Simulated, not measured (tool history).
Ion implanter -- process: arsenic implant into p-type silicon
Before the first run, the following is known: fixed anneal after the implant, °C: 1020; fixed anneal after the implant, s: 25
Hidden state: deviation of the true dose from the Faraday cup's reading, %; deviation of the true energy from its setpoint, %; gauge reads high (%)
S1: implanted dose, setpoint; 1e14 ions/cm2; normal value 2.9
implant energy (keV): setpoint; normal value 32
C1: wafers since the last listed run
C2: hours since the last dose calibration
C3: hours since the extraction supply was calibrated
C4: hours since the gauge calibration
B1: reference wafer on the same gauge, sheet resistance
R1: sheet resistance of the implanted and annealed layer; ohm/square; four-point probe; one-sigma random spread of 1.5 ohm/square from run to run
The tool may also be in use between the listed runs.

run 1 hour=0 | S1=3.17 implant_energy_(keV)=40 | C1=0 C2=140.7 C3=4492.8 C4=1262.2 | B1=274.06 | R1=263.29
-- hour=259.2 gauge calibrated
run 2 hour=296.1 | S1=3.17 implant_energy_(keV)=40 | C1=6561 C2=436.8 C3=4788.9 C4=36.9 | B1=273.82 | R1=266.15
run 3 hour=350.6 | S1=3.17 implant_energy_(keV)=40 | C1=1207 C2=491.3 C3=4843.4 C4=91.4 | B1=273.57 | R1=267.35
run 4 hour=417 | S1=2.9 implant_energy_(keV)=32 | C1=1471 C2=557.7 C3=4909.8 C4=157.8 | B1=273.75 | R1=296.27
run 5 hour=498.4 | S1=2.9 implant_energy_(keV)=32 | C1=1803 C2=639.1 C3=4991.2 C4=239.2 | B1=273.95 | R1=297.83
run 6 hour=560.9 | S1=2.9 implant_energy_(keV)=32 | C1=1385 C2=701.6 C3=5053.7 C4=301.7 | B1=274.1 | R1=300.97
run 7 hour=624.6 | S1=2.54 implant_energy_(keV)=32 | C1=1411 C2=765.3 C3=5117.4 C4=365.4 | B1=273.71 | R1=328.36
run 8 hour=697.2 | S1=2.54 implant_energy_(keV)=32 | C1=1608 C2=837.9 C3=5190 C4=438 | B1=273.89 | R1=332
run 9 hour=744.1 | S1=2.54 implant_energy_(keV)=32 | C1=1039 C2=884.8 C3=5236.9 C4=484.9 | B1=273.85 | R1=329.97
run 10 hour=835 | S1=2.9 implant_energy_(keV)=40 | C1=2014 C2=975.7 C3=5327.8 C4=575.8 | B1=274.1 | R1=290.26
run 11 hour=880.3 | S1=2.9 implant_energy_(keV)=40 | C1=1003 C2=1021 C3=5373.1 C4=621.1 | B1=273.77 | R1=291.38
-- hour=895.2 Faraday cup replaced and dose calibrated
run 12 hour=927.4 | S1=2.9 implant_energy_(keV)=40 | C1=866 C2=32.2 C3=5420.2 C4=668.2 | B1=274.1 | R1=281.52
run 13 hour=1018.7 | S1=2.9 implant_energy_(keV)=39.5 | C1=2023 C2=123.5 C3=5511.5 C4=759.5 | B1=274.07 | R1=282.75
run 14 hour=1095.1 | S1=2.9 implant_energy_(keV)=39.5 | C1=1693 C2=199.9 C3=5587.9 C4=835.9 | B1=274.16 | R1=282.69
run 15 hour=1206.5 | S1=2.9 implant_energy_(keV)=39.5 | C1=2468 C2=311.3 C3=5699.3 C4=947.3 | B1=274.18 | R1=286.93
run 16 hour=1301.5 | S1=3.09 implant_energy_(keV)=38 | C1=2105 C2=406.3 C3=5794.3 C4=1042.3 | B1=274.19 | R1=273.62
run 17 hour=1389.5 | S1=2.9 implant_energy_(keV)=32 | C1=1950 C2=494.3 C3=5882.3 C4=1130.3 | B1=273.83 | R1=294.35
run 18 hour=1447.2 | S1=2.06 implant_energy_(keV)=36.5 | C1=1278 C2=552 C3=5940 C4=1188 | B1=274.05 | R1=369.02
run 19 hour=1512.1 | S1=3.12 implant_energy_(keV)=38 | C1=1438 C2=616.9 C3=6004.9 C4=1252.9 | B1=274.33 | R1=269.59
-- hour=1583.2 gauge calibrated
run 20 hour=1585.4 | S1=3.27 implant_energy_(keV)=42.5 | C1=1624 C2=690.2 C3=6078.2 C4=2.2 | B1=273.84 | R1=260.36
run 21 hour=1678.4 | S1=2.9 implant_energy_(keV)=40 | C1=2060 C2=783.2 C3=6171.2 C4=95.2 | B1=273.89 | R1=287.65
run 22 hour=1762.7 | S1=3.22 implant_energy_(keV)=21.5 | C1=1868 C2=867.5 C3=6255.5 C4=179.5 | B1=274.05 | R1=288.81
run 23 hour=1850.3 | S1=2.23 implant_energy_(keV)=35 | C1=1941 C2=955.1 C3=6343.1 C4=267.1 | B1=274.03 | R1=358.33
run 24 hour=1893.3 | S1=3.6 implant_energy_(keV)=23.5 | C1=952 C2=998.1 C3=6386.1 C4=310.1 | B1=274.06 | R1=263.43
-- hour=1931.4 Faraday cup replaced and dose calibrated
run 25 hour=1974.1 | S1=2.9 implant_energy_(keV)=32 | C1=1613 C2=42.7 C3=6466.9 C4=390.9 | B1=273.89 | R1=287.46
run 26 hour=2080.6 | S1=2.48 implant_energy_(keV)=42.5 | C1=2360 C2=149.2 C3=6573.4 C4=497.4 | B1=274.2 | R1=312.16
-- hour=2097.8 extraction supply calibrated
run 27 hour=2158.2 | S1=3.51 implant_energy_(keV)=24 | C1=1542 C2=226.8 C3=60.4 C4=575 | B1=274.13 | R1=259.2
run 28 hour=2229.4 | S1=2.08 implant_energy_(keV)=43 | C1=1577 C2=298 C3=131.6 C4=646.2 | B1=273.74 | R1=356.57
run 29 hour=2285.3 | S1=2.9 implant_energy_(keV)=27.5 | C1=1238 C2=353.9 C3=187.5 C4=702.1 | B1=273.96 | R1=296.37
run 30 hour=2330.9 | S1=2.9 implant_energy_(keV)=32 | C1=1010 C2=399.5 C3=233.1 C4=747.7 | B1=273.52 | R1=292.34
run 31 hour=2382.5 | S1=2.08 implant_energy_(keV)=23.5 | C1=1143 C2=451.1 C3=284.7 C4=799.3 | B1=274 | R1=389.89
run 32 hour=2471.7 | S1=2.62 implant_energy_(keV)=25.5 | C1=1976 C2=540.3 C3=373.9 C4=888.5 | B1=273.97 | R1=325.03
run 33 hour=2529.1 | S1=2.9 implant_energy_(keV)=32 | C1=1272 C2=597.7 C3=431.3 C4=945.9 | B1=273.77 | R1=291.68
run 34 hour=2621.2 | S1=2.9 implant_energy_(keV)=28 | C1=2040 C2=689.8 C3=523.4 C4=1038 | B1=274.02 | R1=300.31
run 35 hour=2665.2 | S1=2.9 implant_energy_(keV)=23.5 | C1=975 C2=733.8 C3=567.4 C4=1082 | B1=274 | R1=306.62

What would each run have given without the hidden state, its run-to-run variation left as it was?
run=1 R1=260.41
run=2 R1=260.39
run=3 R1=261.03
run=4 R1=288.58
run=5 R1=289.22
run=6 R1=291.59
run=7 R1=317.48
run=8 R1=320.13
run=9 R1=317.62
run=10 R1=278.39
run=11 R1=279
run=12 R1=280.63
run=13 R1=280.93
run=14 R1=280.11
run=15 R1=283.16
run=16 R1=269.06
run=17 R1=288.51
run=18 R1=361.22
run=19 R1=263.03
run=20 R1=253.32
run=21 R1=278.99
run=22 R1=279.09
run=23 R1=345.57
run=24 R1=253.3
run=25 R1=288.47
run=26 R1=312.07
run=27 R1=258.39
run=28 R1=354.63
run=29 R1=294.09
run=30 R1=289.61
run=31 R1=385.57
run=32 R1=320.35
run=33 R1=286.87
run=34 R1=294.35
run=35 R1=300.02
